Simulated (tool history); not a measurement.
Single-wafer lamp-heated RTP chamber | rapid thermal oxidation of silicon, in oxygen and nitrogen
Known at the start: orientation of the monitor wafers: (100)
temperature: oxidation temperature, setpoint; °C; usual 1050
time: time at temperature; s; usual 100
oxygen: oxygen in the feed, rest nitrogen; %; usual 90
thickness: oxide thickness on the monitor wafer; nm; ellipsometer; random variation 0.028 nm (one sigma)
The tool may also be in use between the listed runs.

run,hour,temperature,time,oxygen,wafers since the last listed run,wafers since the last pyrometer calibration,hours since the oxygen flow controller was replaced,hours since the gauge calibration,"read-back reference wafer on the same gauge, thickness",thickness
1,0.0,1050,137,90,0,592,4877.0,227.9,9.215,10.988
2,35.0,1050,137,90,447,1040,4912.0,262.9,9.204,11.014
3,49.2,1050,137,90,181,1222,4926.2,277.1,9.228,11.056
4,71.1,1034,100,90,280,1502,4948.1,299.0,9.219,8.468
5,99.4,1034,100,90,362,1864,4976.4,327.3,9.229,8.454
6,112.8,1038,100,98,171,2035,4989.8,340.7,9.212,9.050
# hour 115.9: gauge calibrated
7,167.1,1029,83,90,694,2730,5044.1,51.2,9.217,7.524
8,184.7,1050,70,90,225,2956,5061.7,68.8,9.219,8.123
# hour 201.9: oxygen flow controller replaced
9,202.4,1050,70,90,124,3080,0.5,86.5,9.215,8.057
10,228.0,1050,100,90,327,3407,26.1,112.1,9.223,9.461
11,256.9,1050,100,90,369,3777,55.0,141.0,9.217,9.531
12,278.5,1050,110,72,276,4054,76.6,162.6,9.217,9.149
13,290.5,1050,100,90,153,4207,88.6,174.6,9.231,9.484
14,310.6,1070,100,63,257,4464,108.7,194.7,9.214,9.616
15,326.9,1050,59,71,208,4673,125.0,211.0,9.219,6.884
16,350.1,1050,100,75,296,4970,148.2,234.2,9.221,8.898
17,371.6,1036,118,76,275,5245,169.7,255.7,9.220,8.779
# hour 383.0: pyrometer window cleaned and pyrometer calibrated
18,401.1,1025,100,90,275,231,199.2,285.2,9.211,7.964
19,428.5,1040,136,90,350,582,226.6,312.6,9.221,10.201
# hour 447.4: gauge calibrated
20,456.7,1064,100,69,360,943,254.8,9.3,9.220,9.569
21,545.8,1050,100,90,1140,2083,343.9,98.4,9.222,9.480
22,565.1,1050,100,90,246,2330,363.2,117.7,9.222,9.518
23,581.4,1050,100,90,208,2539,379.5,134.0,9.225,9.524
24,597.5,1050,100,90,206,2745,395.6,150.1,9.225,9.501
25,615.3,1065,100,81,227,2973,413.4,167.9,9.221,10.133
26,640.5,1065,100,98,322,3295,438.6,193.1,9.210,10.814

Forecast each of these 4 alternatives for the next run:
A,640.9,1050,100,64,5,3300,439.0,193.5,?,?
B,640.9,1073,100,90,5,3300,439.0,193.5,?,?
C,640.9,1050,60,68,5,3300,439.0,193.5,?,?
D,640.9,1061,113,60,5,3300,439.0,193.5,?,?

run,"read-back reference wafer on the same gauge, thickness",thickness
A,9.224,8.432
B,9.224,11.144
C,9.224,6.849
D,9.224,9.389
Without the tool's hidden state the same runs would have given:
run,thickness
A,8.432
B,11.144
C,6.849
D,9.389
